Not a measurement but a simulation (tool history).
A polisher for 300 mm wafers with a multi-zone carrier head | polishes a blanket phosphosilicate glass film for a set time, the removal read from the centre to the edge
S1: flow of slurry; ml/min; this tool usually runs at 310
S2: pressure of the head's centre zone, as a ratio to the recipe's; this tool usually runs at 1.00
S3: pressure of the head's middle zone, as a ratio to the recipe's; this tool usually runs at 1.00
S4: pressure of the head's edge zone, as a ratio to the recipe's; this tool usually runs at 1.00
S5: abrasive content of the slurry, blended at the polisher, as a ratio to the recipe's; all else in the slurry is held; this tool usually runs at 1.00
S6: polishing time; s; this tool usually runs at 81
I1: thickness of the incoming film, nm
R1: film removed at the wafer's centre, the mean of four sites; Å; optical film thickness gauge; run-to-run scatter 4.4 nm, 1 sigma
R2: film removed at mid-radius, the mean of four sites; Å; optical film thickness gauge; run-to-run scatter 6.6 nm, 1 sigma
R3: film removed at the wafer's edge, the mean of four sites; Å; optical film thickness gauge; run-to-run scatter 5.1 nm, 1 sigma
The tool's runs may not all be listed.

{"run": 1, "day": 0.0, "S1": 310, "S2": 1.0, "S3": 1.0, "S4": 1.0, "S5": 1.0, "S6": 81, "I1": 2646.3, "R1": 6797, "R2": 7091, "R3": 6973}
{"run": 2, "day": 2.175, "S1": 310, "S2": 1.0, "S3": 1.0, "S4": 1.02, "S5": 1.0, "S6": 81, "I1": 2657.8, "R1": 6774, "R2": 7108, "R3": 7131}
{"day": 3.204, "done": "slurry nozzle cleaned"}
{"day": 3.917, "done": "worn pad replaced by a new one"}
{"run": 3, "day": 4.783, "S1": 310, "S2": 1.0, "S3": 1.0, "S4": 1.02, "S5": 1.0, "S6": 81, "I1": 2603.0, "R1": 6880, "R2": 7313, "R3": 7228}
{"run": 4, "day": 8.962, "S1": 310, "S2": 1.0, "S3": 1.0, "S4": 1.02, "S5": 1.0, "S6": 81, "I1": 2599.3, "R1": 6959, "R2": 7294, "R3": 7172}
{"run": 5, "day": 10.167, "S1": 310, "S2": 1.0, "S3": 1.0, "S4": 1.0, "S5": 1.0, "S6": 81, "I1": 2656.3, "R1": 6814, "R2": 7158, "R3": 7121}
{"day": 11.558, "done": "worn pad replaced by a new one"}
{"run": 6, "day": 12.238, "S1": 310, "S2": 1.0, "S3": 1.0, "S4": 1.0, "S5": 1.0, "S6": 81, "I1": 2581.6, "R1": 6750, "R2": 7325, "R3": 7051}
{"day": 13.496, "done": "carrier head's membrane replaced by a new one"}
{"run": 7, "day": 14.562, "S1": 310, "S2": 1.0, "S3": 1.0, "S4": 1.03, "S5": 1.0, "S6": 81, "I1": 2634.2, "R1": 6804, "R2": 7078, "R3": 7120}
{"day": 19.042, "done": "worn pad replaced by a new one"}
{"day": 19.146, "done": "centre zone pressure recalibrated"}
{"day": 19.171, "done": "edge zone pressure recalibrated"}
{"run": 8, "day": 20.892, "S1": 310, "S2": 1.03, "S3": 1.07, "S4": 0.92, "S5": 1.0, "S6": 81, "I1": 2603.9, "R1": 6985, "R2": 7538, "R3": 6730}
{"day": 22.046, "done": "slurry nozzle cleaned"}
{"run": 9, "day": 22.975, "S1": 310, "S2": 1.0, "S3": 1.0, "S4": 1.0, "S5": 1.0, "S6": 81, "I1": 2613.7, "R1": 6913, "R2": 7195, "R3": 7230}
{"day": 26.875, "done": "worn pad replaced by a new one"}
{"run": 10, "day": 28.996, "S1": 310, "S2": 0.91, "S3": 1.06, "S4": 0.92, "S5": 1.0, "S6": 81, "I1": 2618.8, "R1": 6248, "R2": 7535, "R3": 6738}
{"run": 11, "day": 30.604, "S1": 310, "S2": 0.95, "S3": 1.0, "S4": 1.0, "S5": 1.0, "S6": 81, "I1": 2662.3, "R1": 6502, "R2": 7070, "R3": 7043}
{"run": 12, "day": 32.546, "S1": 310, "S2": 1.09, "S3": 0.95, "S4": 1.0, "S5": 1.25, "S6": 105, "I1": 2623.0, "R1": 10442, "R2": 9603, "R3": 9874}
{"day": 33.608, "done": "worn pad replaced by a new one"}
{"run": 13, "day": 33.833, "S1": 310, "S2": 1.04, "S3": 1.0, "S4": 1.0, "S5": 1.0, "S6": 81, "I1": 2627.7, "R1": 7082, "R2": 7030, "R3": 7062}
{"run": 14, "day": 35.333, "S1": 205, "S2": 1.0, "S3": 1.0, "S4": 1.0, "S5": 1.0, "S6": 54, "I1": 2626.6, "R1": 4155, "R2": 4417, "R3": 4410}
{"run": 15, "day": 38.167, "S1": 250, "S2": 1.0, "S3": 1.08, "S4": 0.93, "S5": 1.0, "S6": 59, "I1": 2652.6, "R1": 4754, "R2": 5404, "R3": 4863}

Here are 3 independent what-if runs from the current tool condition. What would each one return?
{"run": "A", "day": 38.188, "S1": 310, "S2": 1.0, "S3": 1.0, "S4": 1.0, "S5": 1.0, "S6": 81, "I1": 2596.4, "R1": "?", "R2": "?", "R3": "?"}
{"run": "B", "day": 38.188, "S1": 310, "S2": 1.09, "S3": 1.0, "S4": 1.0, "S5": 1.1, "S6": 91, "I1": 2596.4, "R1": "?", "R2": "?", "R3": "?"}
{"run": "C", "day": 38.188, "S1": 310, "S2": 1.0, "S3": 1.0, "S4": 1.0, "S5": 1.0, "S6": 59, "I1": 2596.4, "R1": "?", "R2": "?", "R3": "?"}

run=A R1=6743 R2=7069 R3=6987
run=B R1=8554 R2=8218 R3=8127
run=C R1=4911 R2=5149 R3=5089
Had the tool no hidden state, the same runs would have come out as:
run=A R1=6976 R2=7290 R3=7152
run=B R1=8850 R2=8475 R3=8319
run=C R1=5081 R2=5310 R3=5210

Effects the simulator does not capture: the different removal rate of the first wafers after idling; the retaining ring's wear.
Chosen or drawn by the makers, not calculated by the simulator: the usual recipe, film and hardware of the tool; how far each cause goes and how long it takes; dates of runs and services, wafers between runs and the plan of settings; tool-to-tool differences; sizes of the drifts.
